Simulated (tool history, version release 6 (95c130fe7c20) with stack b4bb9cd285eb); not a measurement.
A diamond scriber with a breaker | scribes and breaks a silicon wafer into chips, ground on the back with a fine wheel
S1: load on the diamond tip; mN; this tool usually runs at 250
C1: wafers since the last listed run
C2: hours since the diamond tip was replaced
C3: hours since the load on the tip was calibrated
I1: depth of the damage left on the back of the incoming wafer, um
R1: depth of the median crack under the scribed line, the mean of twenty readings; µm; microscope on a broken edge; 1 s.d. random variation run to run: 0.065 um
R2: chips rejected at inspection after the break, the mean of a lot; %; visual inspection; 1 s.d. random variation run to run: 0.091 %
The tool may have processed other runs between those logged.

run,hour,S1,C1,C2,C3,I1,R1,R2
1,0,275,0,331.7,1132.3,2.13,8.03,7.59
2,39.8,275,139,371.5,1172.1,1.59,7.84,7.97
3,50.2,300,36,381.9,1182.5,2.06,8.7,4.35
4,59.2,300,31,390.9,1191.5,2.87,8.7,6.66
5,70.1,300,38,401.8,1202.4,2.42,8.61,5.11
6,86.2,214,56,417.9,1218.5,1.7,6.04,26.65
7,92.7,214,22,424.4,1225,2.06,6.07,27.56
8,104.8,250,42,436.5,1237.1,2.12,7.18,15.81
9,113.3,190,29,445,1245.6,1.95,5.22,42.43
10,125.6,190,43,457.3,1257.9,2.81,5.28,46.63
11,135.6,250,35,467.3,1267.9,2.01,7.15,14.29
12,142.1,283,22,473.8,1274.4,2.28,8.07,8.28
13,149.9,303,27,481.6,1282.2,2.02,8.7,4.53
# hour 161: diamond tip replaced by a new one
14,165.8,325,48,4.8,1298.1,2.17,10.79,3.15
15,179.5,219,48,18.5,1311.8,1.94,7.24,14.2
# hour 182.3: load on the tip recalibrated
16,197.1,225,54,36.1,14.8,1.93,8.35,5.09
17,204.4,250,25,43.4,22.1,1.9,9.41,2.31
18,213.1,318,30,52.1,30.8,2.01,11.71,5.4
19,225.7,305,44,64.7,43.4,2.81,11.06,4.4
20,239.7,179,49,78.7,57.4,2.05,6.11,27.2

Selected run-to-run steps in R1, each split into two signed amounts: the part the tool would show with no hidden state at all (from settings, incoming material and random variation), and the remainder, which goes to the hidden state together with any gauge scatter not common to the measured and the hidden-state-free results:
Unlogged tool condition in this case: share of the diamond tip's cutting effectiveness lost through wear, %; deviation of the load on the tip from its setpoint, %.
Run 13 -> 14: S1 303 -> 325, diamond tip replaced by a new one. R1 +2.09 µm: hidden state +1.44, all else +0.65.
Run 14 -> 15: S1 325 -> 219. R1 -3.55 µm: hidden state +0.53, all else -4.08.
Run 15 -> 16: S1 219 -> 225, load on the tip recalibrated. R1 +1.11 µm: hidden state +0.99, all else +0.12.
Run 19 -> 20: S1 305 -> 179. R1 -4.95 µm: hidden state +0.31, all else -5.26.
